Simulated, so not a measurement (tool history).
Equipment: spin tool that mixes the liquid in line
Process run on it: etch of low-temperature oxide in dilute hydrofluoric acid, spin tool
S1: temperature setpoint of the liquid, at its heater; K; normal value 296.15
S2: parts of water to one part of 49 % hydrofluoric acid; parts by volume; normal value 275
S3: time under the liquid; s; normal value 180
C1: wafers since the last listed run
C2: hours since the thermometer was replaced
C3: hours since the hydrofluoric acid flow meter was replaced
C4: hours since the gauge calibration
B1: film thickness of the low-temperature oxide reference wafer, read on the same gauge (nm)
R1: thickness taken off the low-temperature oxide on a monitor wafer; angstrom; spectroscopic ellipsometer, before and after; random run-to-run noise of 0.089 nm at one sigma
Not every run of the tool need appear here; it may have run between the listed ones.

run     day      S1   S2   S3   C1      C2      C3     C4      B1     R1
  1   0.000  296.15  275  180    0  1837.9  1086.3   76.1  119.99  151.6
  2   0.529  296.15  275  180   69  1850.6  1099.0   88.8  120.00  151.2
  3   0.967  296.15  275  180   57  1861.1  1109.5   99.3  120.01  149.9
  4   1.442  296.15  235  120   62  1872.5  1120.9  110.7  120.00  122.1
  5   1.988  296.15  235  120   71  1885.6  1134.0  123.8  120.00  123.0
  6   2.646  296.15  310  180   86  1901.4  1149.8  139.6  120.02  129.3
  7   2.917  296.15  310  180   35  1907.9  1156.3  146.1  120.03  129.6
  8   3.646  296.15  360  125   96  1925.4  1173.8  163.6  120.00   73.0
  9   4.133  296.15  360  125   64  1937.1  1185.5  175.3  119.99   72.1
 10   4.450  296.15  275  180   41  1944.7  1193.1  182.9  120.01  150.8
 11   4.812  296.15  275  180   47  1953.4  1201.8  191.6  119.99  149.3
      5.650  -- gauge calibrated
 12   6.408  298.15  190  210  210  1991.7  1240.1   18.2  120.02  298.4
 13   7.054  298.65  275  150   85  2007.2  1255.6   33.7  120.00  134.4
 14   7.500  293.65  220  180   58  2017.9  1266.3   44.4  120.00  180.5
 15   8.212  299.15  275  180   93  2035.0  1283.4   61.5  120.01  163.5
      8.412  -- hydrofluoric acid flow meter replaced
 16   8.646  300.65  320  180   51  2045.4     5.6   71.9  120.00  170.7
 17   8.921  296.15  275  235   36  2052.0    12.2   78.5  119.97  232.4
     10.533  -- thermometer replaced
 18  10.879  291.65  390  180  252     8.3    59.2  125.5  119.98   95.9
 19  11.246  294.65  205  180   48    17.1    68.0  134.3  120.01  241.4
 20  11.908  296.15  275  180   87    33.0    83.9  150.2  120.00  178.0
 21  12.200  297.65  415  115   38    40.0    90.9  157.2  119.99   68.5
 22  12.900  296.15  275  180   92    56.8   107.7  174.0  120.01  176.5
 23  13.433  298.15  230  280   70    69.6   120.5  186.8  120.02  366.9

Consider 5 possible next runs. They are alternatives, not a sequence: every one starts from the tool as it was left by run 23. What does each give?
  A  13.454  296.15  395  180   2  70.1  121.0  187.3   ?   ?
  B  13.454  296.15  140  210   2  70.1  121.0  187.3   ?   ?
  C  13.454  298.15  370  135   2  70.1  121.0  187.3   ?   ?
  D  13.454  298.15  220  120   2  70.1  121.0  187.3   ?   ?
  E  13.454  293.65  175  180   2  70.1  121.0  187.3   ?   ?

run      B1     R1
  A  120.01  109.9
  B  120.01  466.4
  C  120.01   96.2
  D  120.01  167.2
  E  120.01  279.4
The same runs, with their run-to-run variation unchanged, on a tool lacking any hidden condition would have given:
run     R1
  A  111.6
  B  472.9
  C   97.7
  D  169.7
  E  283.3
